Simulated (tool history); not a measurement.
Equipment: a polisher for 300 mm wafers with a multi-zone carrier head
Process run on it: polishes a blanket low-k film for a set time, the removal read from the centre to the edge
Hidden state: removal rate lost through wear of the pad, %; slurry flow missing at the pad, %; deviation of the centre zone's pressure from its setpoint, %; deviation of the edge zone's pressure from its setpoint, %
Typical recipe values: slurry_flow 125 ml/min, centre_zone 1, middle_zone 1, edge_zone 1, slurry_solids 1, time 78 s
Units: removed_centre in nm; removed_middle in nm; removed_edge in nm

run,day,slurry_flow,centre_zone,middle_zone,edge_zone,slurry_solids,time,wafers since the last listed run,wafers polished on this pad,hours since the slurry nozzle was cleaned,hours since the centre zone pressure was calibrated,hours since the edge zone pressure was calibrated,hours since the carrier head's membrane was replaced,"incoming thickness of the incoming film, nm",removed_centre,removed_middle,removed_edge
1,0,125,1,1,1,1,78,0,2628,802.4,331.6,728.7,983.2,659,27.5,30.3,31.3
# day 1.721: carrier head's membrane replaced by a new one
2,2.579,125,1,1,1,1,78,609,3237,864.3,393.5,790.6,20.6,666.3,27.7,30.1,31.3
# day 3.646: slurry nozzle cleaned
# day 4.683: worn pad replaced by a new one
3,4.704,125,1,1,1,1,78,492,5,25.4,444.5,841.6,71.6,661.1,28.9,31.3,32.3
4,6.321,125,1,1,1,1,92,415,420,64.2,483.3,880.4,110.4,653.5,32.9,37.2,38.3
# day 7.358: centre zone pressure recalibrated
5,8.442,125,1,1,1,1.25,78,523,944,115.1,26,931.3,161.3,655.4,35.1,36.5,36.9
6,9.608,125,1,1,1,1,78,299,1243,143.1,54,959.3,189.3,647.1,30.5,30.6,31.6
7,10.633,125,1.08,0.92,1,1,78,263,1507,167.7,78.6,983.9,213.9,665.8,32.4,28.9,31.9
8,11.812,125,1,1.07,1,1.15,78,302,1810,196,106.9,1012.2,242.2,658.4,32.9,35.7,34.7
# day 12.862: edge zone pressure recalibrated
9,14.492,125,1,1,1,1,78,666,2476,260.3,171.2,39.1,306.5,652.1,29.5,30.7,31.2
10,15.508,125,1,1,1,1,78,261,2738,284.7,195.6,63.5,330.9,656.8,29.5,30.7,32.2
11,16.783,160,1,1,1,1,78,327,3065,315.3,226.2,94.1,361.5,659.9,32.1,32.4,33.2
# day 18.079: worn pad replaced by a new one
12,18.2,125,0.91,1.08,0.96,0.8,78,321,30,349.3,260.2,128.1,395.5,662.1,21.8,26.9,25.1
13,19.254,125,0.92,1,1,1,78,270,301,374.6,285.5,153.4,420.8,660.4,26.3,30.4,31.1
14,21.325,125,1,1.07,1,1,78,531,833,424.3,335.2,203.1,470.5,661.7,28.4,32.2,31.8
15,24.204,125,1,1,1,1,78,739,1573,493.4,404.3,272.2,539.6,667.6,28,30.3,31.6
16,26.646,125,1,1,0.96,0.8,78,627,2200,552,462.9,330.8,598.2,663.5,22.5,24.5,24.8
# day 28.808: centre zone pressure recalibrated
17,29.642,125,1,1,1,1,78,748,2948,623.9,20,402.7,670.1,660.9,29.4,30.2,31.2
# day 32.058: slurry nozzle cleaned
# day 32.654: worn pad replaced by a new one
18,32.675,140,1,1,1,0.75,78,725,4,14.8,92.8,475.5,742.9,664.5,24.6,24.8,25.1
19,35.008,125,1,1,1,1,78,599,604,70.8,148.8,531.5,798.9,672.8,30.7,31.5,31.6
20,36.142,125,0.95,1,1,0.8,78,291,895,98,176,558.7,826.1,649.7,23.4,26,26.3
21,37.975,105,1,1.06,0.96,1,78,470,1366,142,220,602.7,870.1,651.6,29.1,31.2,29.9

Consider 4 possible next runs. They are alternatives, not a sequence: every one starts from the tool as it was left by run 21. What does each give?
A,37.992,125,1,1,1,1,78,4,1370,142.4,220.4,603.1,870.5,654.2,?,?,?
B,37.992,95,1,1,1.06,1,78,4,1370,142.4,220.4,603.1,870.5,654.2,?,?,?
C,37.992,125,1,1,1.1,0.9,99,4,1370,142.4,220.4,603.1,870.5,654.2,?,?,?
D,37.992,110,1.12,0.91,1,1,78,4,1370,142.4,220.4,603.1,870.5,654.2,?,?,?

run,removed_centre,removed_middle,removed_edge
A,30.2,31,32
B,27.3,28.4,31.1
C,35.2,36.1,39
D,32.2,27.6,31.2
With the hidden condition removed and each run's random variation left untouched, the same runs would have given:
run,removed_centre,removed_middle,removed_edge
A,31.5,31.8,32.6
B,28.7,29.3,31.7
C,36.6,37,39.7
D,33.6,28.4,31.8
